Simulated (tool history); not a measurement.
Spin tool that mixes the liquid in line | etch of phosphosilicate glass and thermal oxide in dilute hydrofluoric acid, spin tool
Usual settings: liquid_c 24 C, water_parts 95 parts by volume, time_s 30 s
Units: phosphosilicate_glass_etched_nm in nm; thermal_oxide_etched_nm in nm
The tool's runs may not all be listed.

run     day  liquid_c  water_parts  time_s  wafers since the last listed run  hours since the thermometer was replaced  hours since the hydrofluoric acid flow meter was replaced  hours since the gauge calibration  read-back film thickness of the phosphosilicate glass reference wafer, read on the same gauge (nm)  read-back film thickness of the thermal oxide reference wafer, read on the same gauge (nm)  phosphosilicate_glass_etched_nm  thermal_oxide_etched_nm
  1       0        24           60      30                                 0                                    1492.8                                                     1351.3                               1035                                                                                              139.99                                                                                      29.996                             41.4                    2.311
  2   1.267        24           60      30                               532                                    1523.2                                                     1381.7                             1065.4                                                                                              140.02                                                                                      30.016                            41.58                    2.272
  3   2.108        24           60      30                               353                                    1543.4                                                     1401.9                             1085.6                                                                                              139.99                                                                                      30.001                            41.89                    2.229
  4   2.812        24          110      30                               296                                    1560.3                                                     1418.8                             1102.5                                                                                              139.99                                                                                      29.973                            21.11                    1.162
  5   3.825        24           95      30                               425                                    1584.6                                                     1443.1                             1126.8                                                                                                 140                                                                                      29.967                            24.89                    1.352
  6   5.062      25.5           70      45                               520                                    1614.3                                                     1472.8                             1156.5                                                                                              140.02                                                                                      29.999                            56.39                    2.999
  7   6.208        22          145      45                               481                                    1641.8                                                     1500.3                               1184                                                                                                 140                                                                                      29.998                            21.38                    1.205
  8   7.088        21           95      30                               369                                    1662.9                                                     1521.4                             1205.1                                                                                              140.02                                                                                      30.007                               22                    1.199
  9   7.925        20           55      15                               352                                      1683                                                     1541.5                             1225.2                                                                                              139.98                                                                                      30.009                               19                    1.044
 10   8.942        24           95      30                               427                                    1707.4                                                     1565.9                             1249.6                                                                                                 140                                                                                      30.003                            25.17                    1.275
 11   9.658        24           95      30                               301                                    1724.6                                                     1583.1                             1266.8                                                                                              140.01                                                                                      30.011                               25                    1.315
     11.217  -- gauge calibrated
     12.725  -- thermometer replaced
 12  13.108        26          140      40                              1433                                       9.2                                                     1665.9                               45.4                                                                                              140.02                                                                                      30.012                            23.21                    1.248
 13  13.979      28.5          140      20                               366                                      30.1                                                     1686.8                               66.3                                                                                                 140                                                                                       30.01                            12.36                    0.685
 14  14.838      26.5          115      15                               360                                      50.7                                                     1707.4                               86.9                                                                                              139.99                                                                                      30.014                            11.01                    0.585
 15  18.338        24           95      30                              1471                                     134.7                                                     1791.4                              170.9                                                                                              140.01                                                                                       30.01                            24.87                    1.329
 16  18.871        26           50      40                               224                                     147.5                                                     1804.2                              183.7                                                                                              140.02                                                                                          30                            71.46                    4.011
 17  19.458        20           95      45                               247                                     161.6                                                     1818.3                              197.8                                                                                                 140                                                                                      30.004                            31.82                    1.668
 18  20.192      19.5          135      30                               308                                     179.2                                                     1835.9                              215.4                                                                                                 140                                                                                       29.99                            13.78                    0.797
     21.421  -- hydrofluoric acid flow meter replaced
 19  21.492        20          125      40                               529                                     210.4                                                        1.7                              246.6                                                                                                 140                                                                                      29.978                            21.98                    1.189
 20  22.717      25.5          125      30                               515                                     239.8                                                       31.1                                276                                                                                              139.99                                                                                      29.976                            20.41                    1.158
 21  24.071        24           95      20                               569                                     272.3                                                       63.6                              308.5                                                                                              140.01                                                                                      30.016                            17.65                     0.96
 22  27.642        21          140      40                              1501                                       358                                                      149.3                              394.2                                                                                              139.99                                                                                      30.013                            20.28                    1.151
 23  29.071        21           95      35                               600                                     392.3                                                      183.6                              428.5                                                                                                 140                                                                                      29.993                             27.4                    1.469
 24  30.129      25.5          125      30                               445                                     417.7                                                        209                              453.9                                                                                              139.99                                                                                       30.01                            20.39                    1.146
 25  31.021        22           55      50                               374                                     439.1                                                      230.4                              475.3                                                                                              140.03                                                                                      30.001                            72.31                    3.867
 26  32.496      21.5           70      15                               620                                     474.5                                                      265.8                              510.7                                                                                              140.01                                                                                          30                            16.51                    0.905

4 ways to go on from here, each from the tool as it stands after run 26. What would each give?
  A  32.512        24          130      30                                 7                                     474.9                                                      266.2                              511.1                                                                                                   ?                                                                                           ?                                ?                        ?
  B  32.512        20          135      25                                 7                                     474.9                                                      266.2                              511.1                                                                                                   ?                                                                                           ?                                ?                        ?
  C  32.512      27.5           95      20                                 7                                     474.9                                                      266.2                              511.1                                                                                                   ?                                                                                           ?                                ?                        ?
  D  32.512        24          125      15                                 7                                     474.9                                                      266.2                              511.1                                                                                                   ?                                                                                           ?                                ?                        ?

run  read-back film thickness of the phosphosilicate glass reference wafer, read on the same gauge (nm)  read-back film thickness of the thermal oxide reference wafer, read on the same gauge (nm)  phosphosilicate_glass_etched_nm  thermal_oxide_etched_nm
  A                                                                                              139.99                                                                                      30.001                            18.35                    0.998
  B                                                                                              139.99                                                                                      30.001                            12.51                     0.68
  C                                                                                              139.99                                                                                      30.001                            20.04                     1.09
  D                                                                                              139.99                                                                                      30.001                              9.6                    0.522
Without the tool's hidden state the same runs would have given:
run  phosphosilicate_glass_etched_nm  thermal_oxide_etched_nm
  A                             18.6                    1.012
  B                            12.67                    0.689
  C                            20.29                    1.104
  D                             9.73                    0.529
